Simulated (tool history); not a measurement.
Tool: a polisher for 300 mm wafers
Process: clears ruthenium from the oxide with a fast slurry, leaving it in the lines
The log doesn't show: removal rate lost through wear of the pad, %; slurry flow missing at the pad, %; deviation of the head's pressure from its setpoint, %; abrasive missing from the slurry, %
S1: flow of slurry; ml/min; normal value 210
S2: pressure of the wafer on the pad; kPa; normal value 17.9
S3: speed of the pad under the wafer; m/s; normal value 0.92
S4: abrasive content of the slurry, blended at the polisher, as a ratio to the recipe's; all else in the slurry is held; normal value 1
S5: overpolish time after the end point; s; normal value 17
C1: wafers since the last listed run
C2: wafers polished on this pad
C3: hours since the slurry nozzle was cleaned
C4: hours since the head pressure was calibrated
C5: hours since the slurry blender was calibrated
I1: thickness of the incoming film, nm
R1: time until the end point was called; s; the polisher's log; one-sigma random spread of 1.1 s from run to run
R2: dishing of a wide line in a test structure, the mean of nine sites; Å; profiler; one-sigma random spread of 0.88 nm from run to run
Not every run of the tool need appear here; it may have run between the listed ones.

{"run": 1, "day": 0.0, "S1": 210, "S2": 17.9, "S3": 0.92, "S4": 1, "S5": 17, "C1": 0, "C2": 604, "C3": 241.2, "C4": 564.4, "C5": 260, "I1": 285.8, "R1": 73.7, "R2": 428}
{"run": 2, "day": 0.367, "S1": 210, "S2": 17.9, "S3": 0.92, "S4": 1, "S5": 17, "C1": 78, "C2": 682, "C3": 250, "C4": 573.2, "C5": 268.8, "I1": 288.8, "R1": 77.3, "R2": 434}
{"run": 3, "day": 0.867, "S1": 210, "S2": 17.9, "S3": 0.92, "S4": 1.15, "S5": 17, "C1": 106, "C2": 789, "C3": 262, "C4": 585.2, "C5": 280.8, "I1": 290.5, "R1": 74.4, "R2": 452}
{"run": 4, "day": 1.429, "S1": 210, "S2": 17.9, "S3": 0.92, "S4": 1.15, "S5": 17, "C1": 119, "C2": 908, "C3": 275.5, "C4": 598.7, "C5": 294.3, "I1": 290.8, "R1": 74.3, "R2": 435}
{"run": 5, "day": 2.167, "S1": 210, "S2": 15.9, "S3": 0.92, "S4": 1, "S5": 17, "C1": 157, "C2": 1066, "C3": 293.2, "C4": 616.4, "C5": 312, "I1": 288.3, "R1": 86.5, "R2": 364}
{"run": 6, "day": 2.817, "S1": 210, "S2": 15.9, "S3": 0.92, "S4": 1, "S5": 17, "C1": 138, "C2": 1204, "C3": 308.8, "C4": 632, "C5": 327.6, "I1": 289.7, "R1": 93.1, "R2": 381}
{"day": 3.025, "done": "slurry blender recalibrated"}
{"run": 7, "day": 3.458, "S1": 210, "S2": 15.9, "S3": 0.92, "S4": 1, "S5": 17, "C1": 118, "C2": 1323, "C3": 324.2, "C4": 647.4, "C5": 10.4, "I1": 292.9, "R1": 84.6, "R2": 400}
{"run": 8, "day": 3.767, "S1": 240, "S2": 20, "S3": 0.92, "S4": 1, "S5": 17, "C1": 65, "C2": 1389, "C3": 331.6, "C4": 654.8, "C5": 17.8, "I1": 290.6, "R1": 62.3, "R2": 497}
{"day": 4.088, "done": "worn pad replaced by a new one"}
{"day": 4.146, "done": "slurry nozzle cleaned"}
{"run": 9, "day": 4.167, "S1": 240, "S2": 20, "S3": 0.92, "S4": 1, "S5": 17, "C1": 40, "C2": 7, "C3": 0.5, "C4": 664.4, "C5": 27.4, "I1": 289.8, "R1": 62.2, "R2": 501}
{"run": 10, "day": 4.312, "S1": 210, "S2": 17.9, "S3": 0.92, "S4": 1.15, "S5": 17, "C1": 31, "C2": 38, "C3": 4, "C4": 667.9, "C5": 30.9, "I1": 292, "R1": 67.7, "R2": 463}
{"run": 11, "day": 4.779, "S1": 210, "S2": 17.9, "S3": 0.62, "S4": 1, "S5": 9, "C1": 99, "C2": 138, "C3": 15.2, "C4": 679.1, "C5": 42.1, "I1": 287, "R1": 107, "R2": 193}
{"day": 5.062, "done": "head pressure recalibrated"}
{"run": 12, "day": 5.5, "S1": 275, "S2": 12.4, "S3": 0.92, "S4": 1.15, "S5": 17, "C1": 135, "C2": 274, "C3": 32.5, "C4": 10.5, "C5": 59.4, "I1": 290.5, "R1": 94.3, "R2": 359}
{"run": 13, "day": 5.954, "S1": 245, "S2": 17.9, "S3": 1.06, "S4": 1, "S5": 25, "C1": 96, "C2": 370, "C3": 43.4, "C4": 21.4, "C5": 70.3, "I1": 293.4, "R1": 62.6, "R2": 638}
{"run": 14, "day": 6.654, "S1": 260, "S2": 17.9, "S3": 0.82, "S4": 1, "S5": 17, "C1": 149, "C2": 519, "C3": 60.2, "C4": 38.2, "C5": 87.1, "I1": 289.2, "R1": 78.4, "R2": 407}
{"run": 15, "day": 7.079, "S1": 240, "S2": 19.3, "S3": 0.92, "S4": 0.8, "S5": 13, "C1": 90, "C2": 610, "C3": 70.4, "C4": 48.4, "C5": 97.3, "I1": 295.2, "R1": 71.1, "R2": 366}

5 options for the next run, each taken on its own from the tool as it stands now. Forecast them:
{"run": "A", "day": 7.096, "S1": 210, "S2": 17.9, "S3": 0.92, "S4": 1, "S5": 17, "C1": 3, "C2": 613, "C3": 70.8, "C4": 48.8, "C5": 97.7, "I1": 291, "R1": "?", "R2": "?"}
{"run": "B", "day": 7.096, "S1": 185, "S2": 17.9, "S3": 0.92, "S4": 1, "S5": 17, "C1": 3, "C2": 613, "C3": 70.8, "C4": 48.8, "C5": 97.7, "I1": 291, "R1": "?", "R2": "?"}
{"run": "C", "day": 7.096, "S1": 210, "S2": 15.9, "S3": 1.06, "S4": 1.25, "S5": 17, "C1": 3, "C2": 613, "C3": 70.8, "C4": 48.8, "C5": 97.7, "I1": 291, "R1": "?", "R2": "?"}
{"run": "D", "day": 7.096, "S1": 210, "S2": 17.9, "S3": 0.62, "S4": 1, "S5": 17, "C1": 3, "C2": 613, "C3": 70.8, "C4": 48.8, "C5": 97.7, "I1": 291, "R1": "?", "R2": "?"}
{"run": "E", "day": 7.096, "S1": 210, "S2": 20, "S3": 1.12, "S4": 1, "S5": 21, "C1": 3, "C2": 613, "C3": 70.8, "C4": 48.8, "C5": 97.7, "I1": 291, "R1": "?", "R2": "?"}

run=A R1=72.2 R2=461
run=B R1=73.2 R2=456
run=C R1=65.6 R2=495
run=D R1=107.1 R2=338
run=E R1=53.1 R2=656
With no hidden state in the tool, these same runs would have given:
run=A R1=71.5 R2=465
run=B R1=72.6 R2=460
run=C R1=65 R2=498
run=D R1=106.1 R2=341
run=E R1=52.7 R2=659
